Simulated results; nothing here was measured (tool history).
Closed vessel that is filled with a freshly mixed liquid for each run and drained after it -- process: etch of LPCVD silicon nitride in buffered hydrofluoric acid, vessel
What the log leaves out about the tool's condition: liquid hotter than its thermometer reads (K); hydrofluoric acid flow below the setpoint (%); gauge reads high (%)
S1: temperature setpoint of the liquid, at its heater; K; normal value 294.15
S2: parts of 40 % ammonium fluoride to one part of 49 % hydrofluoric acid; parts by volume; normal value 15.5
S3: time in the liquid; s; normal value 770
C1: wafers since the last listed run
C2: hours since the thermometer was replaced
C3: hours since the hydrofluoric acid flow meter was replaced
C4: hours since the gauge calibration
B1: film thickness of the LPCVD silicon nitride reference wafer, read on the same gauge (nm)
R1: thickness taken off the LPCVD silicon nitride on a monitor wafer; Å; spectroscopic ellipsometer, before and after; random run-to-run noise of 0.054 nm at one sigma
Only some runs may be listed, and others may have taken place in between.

Run 1, hour 0: usual settings; C1 0; C2 1658.4; C3 853.2; C4 106.6; B1 150.01. Result: R1 64.3 Å.
Run 2, hour 9.2: usual settings; C1 524; C2 1667.6; C3 862.4; C4 115.8; B1 150.01. Result: R1 63.9 Å.
Run 3, hour 19.9: usual settings; C1 610; C2 1678.3; C3 873.1; C4 126.5; B1 149.99. Result: R1 63.1 Å.
Run 4, hour 36.1: usual settings; C1 923; C2 1694.5; C3 889.3; C4 142.7; B1 150.01. Result: R1 64.3 Å.
Run 5, hour 43.7: usual settings; C1 433; C2 1702.1; C3 896.9; C4 150.3; B1 150. Result: R1 64.6 Å.
Run 6, hour 54.4: usual settings; C1 610; C2 1712.8; C3 907.6; C4 161; B1 150.04. Result: R1 62.9 Å.
Run 7, hour 66.7: usual settings; C1 701; C2 1725.1; C3 919.9; C4 173.3; B1 150.04. Result: R1 64.3 Å.
Run 8, hour 83.5: usual settings; C1 958; C2 1741.9; C3 936.7; C4 190.1; B1 150.01. Result: R1 63 Å.
Run 9, hour 92.4: usual settings; C1 507; C2 1750.8; C3 945.6; C4 199; B1 150.04. Result: R1 64.5 Å.
Run 10, hour 103.7: usual settings; C1 644; C2 1762.1; C3 956.9; C4 210.3; B1 149.95. Result: R1 62.4 Å.
Run 11, hour 110.6: usual settings; C1 393; C2 1769; C3 963.8; C4 217.2; B1 150.02. Result: R1 63.4 Å.
Run 12, hour 121.7: usual settings; C1 633; C2 1780.1; C3 974.9; C4 228.3; B1 150.03. Result: R1 64 Å.
At hour 132.9: thermometer replaced.
Run 13, hour 137.5: usual settings but S2 19 parts by volume; C1 844; C2 4.6; C3 990.7; C4 244.1; B1 149.98. Result: R1 52 Å.
Run 14, hour 144: usual settings but S1 297.65 K; C1 370; C2 11.1; C3 997.2; C4 250.6; B1 150.04. Result: R1 78.4 Å.
At hour 145.7: gauge calibrated.
Run 15, hour 153.8: usual settings but S1 290.65 K, S2 19.5 parts by volume, S3 585 s; C1 558; C2 20.9; C3 1007; C4 8.1; B1 150.02. Result: R1 31.7 Å.
Run 16, hour 167.8: usual settings but S1 291.15 K, S2 19 parts by volume; C1 798; C2 34.9; C3 1021; C4 22.1; B1 149.95. Result: R1 44.2 Å.
Run 17, hour 180: usual settings; C1 695; C2 47.1; C3 1033.2; C4 34.3; B1 150.01. Result: R1 63.6 Å.
At hour 195.4: hydrofluoric acid flow meter replaced.
Run 18, hour 197.6: usual settings but S1 292.65 K, S3 1090 s; C1 946; C2 64.7; C3 2.2; C4 51.9; B1 150.03. Result: R1 82.8 Å.
Run 19, hour 206.9: usual settings but S2 9.5 parts by volume, S3 1045 s; C1 530; C2 74; C3 11.5; C4 61.2; B1 150. Result: R1 137.2 Å.
Run 20, hour 253.5: usual settings; C1 2657; C2 120.6; C3 58.1; C4 107.8; B1 149.99. Result: R1 64.3 Å.

What does the tool deliver on the next run?
Run 21, hour 266.4: usual settings; C1 735; C2 133.5; C3 71; C4 120.7; B1 ?. Result: R1 ?.

Run 21 produced B1 150, R1 63.3 Å.
If the tool had no hidden condition, the same run with the same run-to-run variation would have returned R1 63.3 Å.

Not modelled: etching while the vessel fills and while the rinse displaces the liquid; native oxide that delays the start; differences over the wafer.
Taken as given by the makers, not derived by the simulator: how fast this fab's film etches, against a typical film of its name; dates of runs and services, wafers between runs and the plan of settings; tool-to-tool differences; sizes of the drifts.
